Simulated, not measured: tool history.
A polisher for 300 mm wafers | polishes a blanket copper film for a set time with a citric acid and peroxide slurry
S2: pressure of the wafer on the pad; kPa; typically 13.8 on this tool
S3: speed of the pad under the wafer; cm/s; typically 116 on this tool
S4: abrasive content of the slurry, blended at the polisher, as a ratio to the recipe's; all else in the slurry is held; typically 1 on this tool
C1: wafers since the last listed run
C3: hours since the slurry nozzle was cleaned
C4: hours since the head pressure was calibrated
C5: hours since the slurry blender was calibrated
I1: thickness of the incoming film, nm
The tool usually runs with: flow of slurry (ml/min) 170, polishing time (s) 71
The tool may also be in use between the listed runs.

Run 1, hour 0: usual settings; C1 0; wafers polished on this pad 205; C3 815.5; C4 1058.9; C5 4.1; I1 1310.1. Result: film removed (Å) 1099.
Run 2, hour 14.1: usual settings but S4 0.85; C1 87; wafers polished on this pad 292; C3 829.6; C4 1073; C5 18.2; I1 1289.5. Result: film removed (Å) 1038.
Run 3, hour 29.5: usual settings but S4 0.85; C1 95; wafers polished on this pad 388; C3 845; C4 1088.4; C5 33.6; I1 1282.4. Result: film removed (Å) 1024.
Run 4, hour 41.1: usual settings but S4 0.85; C1 71; wafers polished on this pad 460; C3 856.6; C4 1100; C5 45.2; I1 1272.9. Result: film removed (Å) 1017.
Run 5, hour 55.5: usual settings but S2 12.4 kPa, polishing time (s) 64; C1 89; wafers polished on this pad 549; C3 871; C4 1114.4; C5 59.6; I1 1279. Result: film removed (Å) 859.
Run 6, hour 69.8: usual settings but S2 12.4 kPa, polishing time (s) 64; C1 88; wafers polished on this pad 638; C3 885.3; C4 1128.7; C5 73.9; I1 1277.8. Result: film removed (Å) 839.
Run 7, hour 87.5: usual settings; C1 109; wafers polished on this pad 748; C3 903; C4 1146.4; C5 91.6; I1 1261.7. Result: film removed (Å) 1008.
Run 8, hour 95.2: usual settings; C1 47; wafers polished on this pad 796; C3 910.7; C4 1154.1; C5 99.3; I1 1260.4. Result: film removed (Å) 970.
Run 9, hour 110.5: usual settings; C1 94; wafers polished on this pad 891; C3 926; C4 1169.4; C5 114.6; I1 1292.8. Result: film removed (Å) 944.
Run 10, hour 116.6: usual settings but S2 12.4 kPa; C1 37; wafers polished on this pad 928; C3 932.1; C4 1175.5; C5 120.7; I1 1258.4. Result: film removed (Å) 842.
At hour 119.9: slurry nozzle cleaned.
Run 11, hour 122.9: usual settings but polishing time (s) 84; C1 32; wafers polished on this pad 961; C3 3; C4 1181.8; C5 127; I1 1273.9. Result: film removed (Å) 1134.
At hour 139: head pressure recalibrated.
Run 12, hour 139.5: usual settings but flow of slurry (ml/min) 195, S3 126 cm/s, S4 0.8, polishing time (s) 63; C1 90; wafers polished on this pad 1052; C3 19.6; C4 0.5; C5 143.6; I1 1276.2. Result: film removed (Å) 860.
At hour 142.7: slurry blender recalibrated.
At hour 153.1: worn pad replaced by a new one.
Run 13, hour 155.2: usual settings but polishing time (s) 49; C1 60; wafers polished on this pad 13; C3 35.3; C4 16.2; C5 12.5; I1 1256.7. Result: film removed (Å) 756.
Run 14, hour 166.5: usual settings but S2 16.5 kPa, S3 156 cm/s, polishing time (s) 85; C1 70; wafers polished on this pad 83; C3 46.6; C4 27.5; C5 23.8; I1 1285.3. Result: film removed (Å) 2034.
Run 15, hour 183.8: usual settings; C1 107; wafers polished on this pad 190; C3 63.9; C4 44.8; C5 41.1; I1 1275.8. Result: film removed (Å) 1070.
Run 16, hour 197.2: usual settings but polishing time (s) 49; C1 83; wafers polished on this pad 273; C3 77.3; C4 58.2; C5 54.5; I1 1282.2. Result: film removed (Å) 728.

Below are 5 alternative next runs, each starting from the tool's condition after run 16. Predict each:
Run A, hour 197.6: usual settings; C1 2; wafers polished on this pad 276; C3 77.7; C4 58.6; C5 54.9; I1 1284.3. Result: film removed (Å) ?.
Run B, hour 197.6: usual settings but S4 0.85, polishing time (s) 78; C1 2; wafers polished on this pad 276; C3 77.7; C4 58.6; C5 54.9; I1 1284.3. Result: film removed (Å) ?.
Run C, hour 197.6: usual settings but S2 16.5 kPa; C1 2; wafers polished on this pad 276; C3 77.7; C4 58.6; C5 54.9; I1 1284.3. Result: film removed (Å) ?.
Run D, hour 197.6: usual settings but flow of slurry (ml/min) 135, S2 17.9 kPa; C1 2; wafers polished on this pad 276; C3 77.7; C4 58.6; C5 54.9; I1 1284.3. Result: film removed (Å) ?.
Run E, hour 197.6: usual settings but flow of slurry (ml/min) 130, S3 80 cm/s, polishing time (s) 62; C1 2; wafers polished on this pad 276; C3 77.7; C4 58.6; C5 54.9; I1 1284.3. Result: film removed (Å) ?.

run  film removed (Å)
  A              1063
  B              1124
  C              1269
  D              1328
  E               647
Stripped of hidden state, with their random variation kept, the same runs would have yielded:
run  film removed (Å)
  A              1121
  B              1184
  C              1338
  D              1400
  E               682
